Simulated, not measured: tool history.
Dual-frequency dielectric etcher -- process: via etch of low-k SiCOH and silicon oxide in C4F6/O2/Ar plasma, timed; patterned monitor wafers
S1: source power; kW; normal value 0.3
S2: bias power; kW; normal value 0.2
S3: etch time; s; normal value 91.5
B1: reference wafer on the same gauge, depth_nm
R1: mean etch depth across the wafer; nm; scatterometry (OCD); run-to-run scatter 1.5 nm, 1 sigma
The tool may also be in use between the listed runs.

run   hour    S1     S2     S3     B1     R1
  1      0   0.3  0.217    103  257.7  287.1
  2   43.9   0.3  0.217    103  257.9  283.5
  3   74.1   0.3  0.217    103  258.6  285.9
  4   96.7   0.3  0.171   91.5  257.9  242.3
  5    116   0.3  0.171   91.5  258.4  242.3
     146.1  -- gauge calibrated
  6    213   0.3    0.2   91.5  257.7  252.2
  7    227   0.3    0.2   91.5  257.7  252.3
     267.3  -- upper electrode replaced
  8  267.8  0.25  0.169   91.5  257.6  235.4
  9    282  0.25  0.169   91.5  257.6  234.9
 10  296.9  0.25  0.169   91.5    258  236.6
 11  319.6   0.3    0.2   91.5  257.7  254.8
     360.9  -- wet clean of the chamber
 12  412.2   0.3    0.2   91.5  258.4  246.2
 13    447   0.3    0.2   91.5  257.9  249.4
     467.2  -- bias power generator calibrated
 14  469.1  0.24  0.239    106  257.8  285.6
     484.6  -- source power generator calibrated
 15  485.1  0.35    0.2   69.5  257.7  195.3
 16  517.2   0.3  0.176    104  258.4  277.7
 17  548.6  0.28  0.241     82  258.2  231.9
 18  575.2  0.23    0.2   91.5  257.9  238.8
       588  -- gauge calibrated
 19    603  0.34  0.154     64  258.2  169.9
 20  625.5  0.23  0.218  105.5  257.8  284.1
 21  658.2   0.3    0.2   91.5    258  253.4
 22  676.2  0.23  0.181   91.5    258  236.8
 23  709.9  0.24  0.166   82.5  258.2  211.8
       761  -- wet clean of the chamber
 24  761.5   0.3  0.217    103  257.7  283.3

Forecast each of these 5 alternatives for the next run:
  A  761.9   0.3    0.2  91.5   ?   ?
  B  761.9  0.37  0.227  91.5   ?   ?
  C  761.9  0.32  0.239  91.5   ?   ?
  D  761.9   0.3  0.157  73.5   ?   ?
  E  761.9  0.26    0.2  91.5   ?   ?

run     B1     R1
  A  257.4    247
  B  257.4  266.1
  C  257.4  260.9
  D  257.4  188.6
  E  257.4    240
Had the tool no hidden state, the same runs would have come out as:
run     R1
  A  245.8
  B  264.8
  C  259.7
  D  187.7
  E  238.9

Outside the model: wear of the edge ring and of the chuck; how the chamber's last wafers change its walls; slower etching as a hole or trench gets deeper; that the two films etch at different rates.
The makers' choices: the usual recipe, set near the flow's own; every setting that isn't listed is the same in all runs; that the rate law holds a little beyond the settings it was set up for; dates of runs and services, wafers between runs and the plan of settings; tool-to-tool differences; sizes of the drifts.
